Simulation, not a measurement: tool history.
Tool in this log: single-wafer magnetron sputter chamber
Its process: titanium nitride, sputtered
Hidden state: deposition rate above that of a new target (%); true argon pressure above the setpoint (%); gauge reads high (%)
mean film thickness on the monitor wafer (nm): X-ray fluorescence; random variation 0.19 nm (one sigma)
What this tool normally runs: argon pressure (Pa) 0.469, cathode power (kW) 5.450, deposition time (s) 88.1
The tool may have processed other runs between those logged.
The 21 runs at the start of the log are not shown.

| run | hour | argon pressure (Pa) | cathode power (kW) | deposition time (s) | wafers since the last listed run | wafers on the sputter target | hours since the last manometer calibration | hours since the magnet pack was replaced | hours since the gauge calibration | read-back reference wafer on the same gauge, thickness_nm | mean film thickness on the monitor wafer (nm) |
|---|---|---|---|---|---|---|---|---|---|---|---|
|  | 945.7 | sputter target and shields replaced |
|  | 964.4 | gauge calibrated |
| 22 | 983.0 | 0.283 | 5.000 | 104.5 | 543 | 430 | 212.8 | 675.8 | 18.6 | 87.624 | 92.410 |
| 23 | 1052.9 | 0.469 | 5.450 | 78.7 | 806 | 1236 | 282.7 | 745.7 | 88.5 | 87.585 | 72.499 |
| 24 | 1098.7 | 0.364 | 4.500 | 88.1 | 528 | 1765 | 328.5 | 791.5 | 134.3 | 87.584 | 68.911 |
| 25 | 1129.0 | 0.469 | 5.450 | 88.1 | 349 | 2114 | 358.8 | 821.8 | 164.6 | 87.585 | 81.093 |
| 26 | 1200.8 | 0.365 | 5.450 | 88.1 | 828 | 2942 | 430.6 | 893.6 | 236.4 | 87.564 | 83.446 |
| 27 | 1251.9 | 0.469 | 5.450 | 88.1 | 589 | 3532 | 481.7 | 944.7 | 287.5 | 87.623 | 81.219 |
| 28 | 1312.6 | 0.648 | 6.350 | 103.7 | 700 | 4232 | 542.4 | 1005.4 | 348.2 | 87.604 | 106.346 |
| 29 | 1339.4 | 0.648 | 6.350 | 103.7 | 309 | 4541 | 569.2 | 1032.2 | 375.0 | 87.601 | 106.300 |
| 30 | 1388.7 | 0.287 | 4.600 | 94.4 | 568 | 5110 | 618.5 | 1081.5 | 424.3 | 87.607 | 77.477 |
| 31 | 1437.5 | 0.520 | 6.400 | 81.5 | 562 | 5673 | 667.3 | 1130.3 | 473.1 | 87.642 | 87.361 |
| 32 | 1486.3 | 0.643 | 6.450 | 100.4 | 562 | 6236 | 716.1 | 1179.1 | 521.9 | 87.673 | 104.427 |
| 33 | 1526.8 | 0.469 | 5.450 | 88.1 | 467 | 6703 | 756.6 | 1219.6 | 562.4 | 87.649 | 81.387 |
| 34 | 1551.1 | 0.469 | 5.450 | 88.1 | 280 | 6983 | 780.9 | 1243.9 | 586.7 | 87.566 | 81.581 |
|  | 1579.1 | sputter target and shields replaced |
| 35 | 1618.5 | 0.619 | 5.450 | 88.1 | 685 | 454 | 848.3 | 1311.3 | 654.1 | 87.578 | 77.997 |

Predict each of these 3 candidate next runs independently; none follows another, all start after run 35:
| A | 1618.9 | 0.609 | 5.450 | 88.1 | 4 | 458 | 848.7 | 1311.7 | 654.5 | ? | ? |
| B | 1618.9 | 0.604 | 6.800 | 95.1 | 4 | 458 | 848.7 | 1311.7 | 654.5 | ? | ? |
| C | 1618.9 | 0.582 | 4.650 | 74.4 | 4 | 458 | 848.7 | 1311.7 | 654.5 | ? | ? |

| run | read-back reference wafer on the same gauge, thickness_nm | mean film thickness on the monitor wafer (nm) |
|---|---|---|
| A | 87.673 | 78.280 |
| B | 87.673 | 105.573 |
| C | 87.673 | 56.815 |
Without the tool's hidden state the same runs would have given:
| run | mean film thickness on the monitor wafer (nm) |
|---|---|
| A | 77.600 |
| B | 104.662 |
| C | 56.338 |

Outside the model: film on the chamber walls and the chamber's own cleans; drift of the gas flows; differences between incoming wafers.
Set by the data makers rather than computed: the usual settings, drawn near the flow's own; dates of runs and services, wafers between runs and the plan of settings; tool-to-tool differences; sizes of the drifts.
